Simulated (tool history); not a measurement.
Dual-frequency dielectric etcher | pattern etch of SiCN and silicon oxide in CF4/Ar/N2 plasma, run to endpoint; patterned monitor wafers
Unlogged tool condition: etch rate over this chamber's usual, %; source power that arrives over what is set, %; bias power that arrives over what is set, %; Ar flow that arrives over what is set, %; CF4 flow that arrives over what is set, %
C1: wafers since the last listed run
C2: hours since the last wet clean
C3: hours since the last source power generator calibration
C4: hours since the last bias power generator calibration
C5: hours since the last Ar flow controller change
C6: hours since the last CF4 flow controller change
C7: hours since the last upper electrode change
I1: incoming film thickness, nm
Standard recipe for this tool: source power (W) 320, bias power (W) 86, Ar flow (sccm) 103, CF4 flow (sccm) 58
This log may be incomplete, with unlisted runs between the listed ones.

{"run": 1, "hour": 0.0, "source power (W)": 320, "bias power (W)": 86, "Ar flow (sccm)": 103, "CF4 flow (sccm)": 58, "C1": 0, "C2": 234.3, "C3": 2400.1, "C4": 4273.7, "C5": 672.5, "C6": 121.1, "C7": 4300.1, "I1": 10.8, "endpoint time (s)": 17.2}
{"run": 2, "hour": 44.0, "source power (W)": 320, "bias power (W)": 86, "Ar flow (sccm)": 103, "CF4 flow (sccm)": 58, "C1": 547, "C2": 278.3, "C3": 2444.1, "C4": 4317.7, "C5": 716.5, "C6": 165.1, "C7": 4344.1, "I1": 10.7, "endpoint time (s)": 17.1}
{"run": 3, "hour": 108.8, "source power (W)": 320, "bias power (W)": 86, "Ar flow (sccm)": 103, "CF4 flow (sccm)": 58, "C1": 807, "C2": 343.1, "C3": 2508.9, "C4": 4382.5, "C5": 781.3, "C6": 229.9, "C7": 4408.9, "I1": 10.67, "endpoint time (s)": 17.1}
{"hour": 144.7, "done": "wet clean of the chamber, repeated, since the last time left the tool worse"}
{"run": 4, "hour": 179.1, "source power (W)": 320, "bias power (W)": 86, "Ar flow (sccm)": 103, "CF4 flow (sccm)": 58, "C1": 576, "C2": 34.4, "C3": 2579.2, "C4": 4452.8, "C5": 851.6, "C6": 300.2, "C7": 4479.2, "I1": 10.75, "endpoint time (s)": 18}
{"run": 5, "hour": 217.2, "source power (W)": 320, "bias power (W)": 86, "Ar flow (sccm)": 103, "CF4 flow (sccm)": 58, "C1": 474, "C2": 72.5, "C3": 2617.3, "C4": 4490.9, "C5": 889.7, "C6": 338.3, "C7": 4517.3, "I1": 10.7, "endpoint time (s)": 18}
{"run": 6, "hour": 294.4, "source power (W)": 320, "bias power (W)": 86, "Ar flow (sccm)": 103, "CF4 flow (sccm)": 58, "C1": 961, "C2": 149.7, "C3": 2694.5, "C4": 4568.1, "C5": 966.9, "C6": 415.5, "C7": 4594.5, "I1": 10.78, "endpoint time (s)": 18.1}
{"run": 7, "hour": 371.1, "source power (W)": 260, "bias power (W)": 73, "Ar flow (sccm)": 103, "CF4 flow (sccm)": 58, "C1": 955, "C2": 226.4, "C3": 2771.2, "C4": 4644.8, "C5": 1043.6, "C6": 492.2, "C7": 4671.2, "I1": 10.66, "endpoint time (s)": 23.2}
{"run": 8, "hour": 416.8, "source power (W)": 360, "bias power (W)": 97, "Ar flow (sccm)": 103, "CF4 flow (sccm)": 53, "C1": 569, "C2": 272.1, "C3": 2816.9, "C4": 4690.5, "C5": 1089.3, "C6": 537.9, "C7": 4716.9, "I1": 10.7, "endpoint time (s)": 15.9}
{"run": 9, "hour": 489.3, "source power (W)": 320, "bias power (W)": 86, "Ar flow (sccm)": 103, "CF4 flow (sccm)": 47, "C1": 902, "C2": 344.6, "C3": 2889.4, "C4": 4763, "C5": 1161.8, "C6": 610.4, "C7": 4789.4, "I1": 10.79, "endpoint time (s)": 18.9}
{"hour": 498.2, "done": "bias power generator calibrated"}
{"run": 10, "hour": 541.1, "source power (W)": 260, "bias power (W)": 86, "Ar flow (sccm)": 103, "CF4 flow (sccm)": 65, "C1": 595, "C2": 396.4, "C3": 2941.2, "C4": 42.9, "C5": 1213.6, "C6": 662.2, "C7": 4841.2, "I1": 10.7, "endpoint time (s)": 22.5}
{"run": 11, "hour": 582.5, "source power (W)": 320, "bias power (W)": 86, "Ar flow (sccm)": 103, "CF4 flow (sccm)": 58, "C1": 515, "C2": 437.8, "C3": 2982.6, "C4": 84.3, "C5": 1255, "C6": 703.6, "C7": 4882.6, "I1": 10.83, "endpoint time (s)": 18.7}
{"run": 12, "hour": 668.4, "source power (W)": 250, "bias power (W)": 97, "Ar flow (sccm)": 95, "CF4 flow (sccm)": 50, "C1": 1069, "C2": 523.7, "C3": 3068.5, "C4": 170.2, "C5": 1340.9, "C6": 789.5, "C7": 4968.5, "I1": 10.67, "endpoint time (s)": 23}
{"run": 13, "hour": 721.7, "source power (W)": 320, "bias power (W)": 86, "Ar flow (sccm)": 89, "CF4 flow (sccm)": 72, "C1": 663, "C2": 577, "C3": 3121.8, "C4": 223.5, "C5": 1394.2, "C6": 842.8, "C7": 5021.8, "I1": 10.77, "endpoint time (s)": 17.9}
{"hour": 761.6, "done": "wet clean of the chamber"}
{"run": 14, "hour": 804.4, "source power (W)": 320, "bias power (W)": 86, "Ar flow (sccm)": 103, "CF4 flow (sccm)": 58, "C1": 731, "C2": 42.8, "C3": 3204.5, "C4": 306.2, "C5": 1476.9, "C6": 925.5, "C7": 5104.5, "I1": 10.66, "endpoint time (s)": 17.9}
{"hour": 816.5, "done": "source power generator calibrated"}
{"run": 15, "hour": 885.1, "source power (W)": 320, "bias power (W)": 86, "Ar flow (sccm)": 103, "CF4 flow (sccm)": 58, "C1": 955, "C2": 123.5, "C3": 68.6, "C4": 386.9, "C5": 1557.6, "C6": 1006.2, "C7": 5185.2, "I1": 10.73, "endpoint time (s)": 18.1}
{"run": 16, "hour": 922.4, "source power (W)": 380, "bias power (W)": 86, "Ar flow (sccm)": 89, "CF4 flow (sccm)": 58, "C1": 464, "C2": 160.8, "C3": 105.9, "C4": 424.2, "C5": 1594.9, "C6": 1043.5, "C7": 5222.5, "I1": 10.67, "endpoint time (s)": 15.1}
{"run": 17, "hour": 994.4, "source power (W)": 320, "bias power (W)": 86, "Ar flow (sccm)": 90, "CF4 flow (sccm)": 58, "C1": 896, "C2": 232.8, "C3": 177.9, "C4": 496.2, "C5": 1666.9, "C6": 1115.5, "C7": 5294.5, "I1": 10.64, "endpoint time (s)": 17.8}
{"hour": 1029.9, "done": "Ar flow controller replaced"}
{"hour": 1075.9, "done": "upper electrode replaced"}
{"run": 18, "hour": 1079.8, "source power (W)": 250, "bias power (W)": 99, "Ar flow (sccm)": 82, "CF4 flow (sccm)": 62, "C1": 689, "C2": 318.2, "C3": 263.3, "C4": 581.6, "C5": 49.9, "C6": 1200.9, "C7": 3.9, "I1": 10.63, "endpoint time (s)": 22.2}
{"run": 19, "hour": 1148.9, "source power (W)": 320, "bias power (W)": 86, "Ar flow (sccm)": 103, "CF4 flow (sccm)": 52, "C1": 860, "C2": 387.3, "C3": 332.4, "C4": 650.7, "C5": 119, "C6": 1270, "C7": 73, "I1": 10.67, "endpoint time (s)": 18.7}
{"run": 20, "hour": 1250.4, "source power (W)": 360, "bias power (W)": 65, "Ar flow (sccm)": 125, "CF4 flow (sccm)": 52, "C1": 1264, "C2": 488.8, "C3": 433.9, "C4": 752.2, "C5": 220.5, "C6": 1371.5, "C7": 174.5, "I1": 10.82, "endpoint time (s)": 18.5}
{"hour": 1293.9, "done": "wet clean of the chamber"}
{"run": 21, "hour": 1317.8, "source power (W)": 260, "bias power (W)": 73, "Ar flow (sccm)": 103, "CF4 flow (sccm)": 58, "C1": 540, "C2": 23.9, "C3": 501.3, "C4": 819.6, "C5": 287.9, "C6": 1438.9, "C7": 241.9, "I1": 10.58, "endpoint time (s)": 22.7}
{"run": 22, "hour": 1375.2, "source power (W)": 320, "bias power (W)": 86, "Ar flow (sccm)": 103, "CF4 flow (sccm)": 58, "C1": 714, "C2": 81.3, "C3": 558.7, "C4": 877, "C5": 345.3, "C6": 1496.3, "C7": 299.3, "I1": 10.69, "endpoint time (s)": 18.2}
{"run": 23, "hour": 1480.2, "source power (W)": 260, "bias power (W)": 86, "Ar flow (sccm)": 85, "CF4 flow (sccm)": 58, "C1": 1307, "C2": 186.3, "C3": 663.7, "C4": 982, "C5": 450.3, "C6": 1601.3, "C7": 404.3, "I1": 10.63, "endpoint time (s)": 21.9}
{"run": 24, "hour": 1588.7, "source power (W)": 400, "bias power (W)": 86, "Ar flow (sccm)": 91, "CF4 flow (sccm)": 58, "C1": 1351, "C2": 294.8, "C3": 772.2, "C4": 1090.5, "C5": 558.8, "C6": 1709.8, "C7": 512.8, "I1": 10.78, "endpoint time (s)": 14.8}
{"run": 25, "hour": 1670.1, "source power (W)": 320, "bias power (W)": 86, "Ar flow (sccm)": 121, "CF4 flow (sccm)": 58, "C1": 1013, "C2": 376.2, "C3": 853.6, "C4": 1171.9, "C5": 640.2, "C6": 1791.2, "C7": 594.2, "I1": 10.66, "endpoint time (s)": 19}

What the log doesn't show, run by run:
source power that arrives over what is set, %: 0 on each run
bias power that arrives over what is set, %: 0 on each run
Ar flow that arrives over what is set, %: 0 on each run
CF4 flow that arrives over what is set, %: 0 on each run
H1: etch rate over this chamber's usual, %
run=1 H1=5.3
run=2 H1=4.99
run=3 H1=4.53
run=4 H1=0.214
run=5 H1=-0.0557
run=6 H1=-0.602
run=7 H1=-1.15
run=8 H1=-1.47
run=9 H1=-1.98
run=10 H1=-2.35
run=11 H1=-2.64
run=12 H1=-3.25
run=13 H1=-3.63
run=14 H1=-0.509
run=15 H1=-1.08
run=16 H1=-1.34
run=17 H1=-1.85
run=18 H1=-2.46
run=19 H1=-2.95
run=20 H1=-3.67
run=21 H1=-0.739
run=22 H1=-1.15
run=23 H1=-1.89
run=24 H1=-2.66
run=25 H1=-3.23
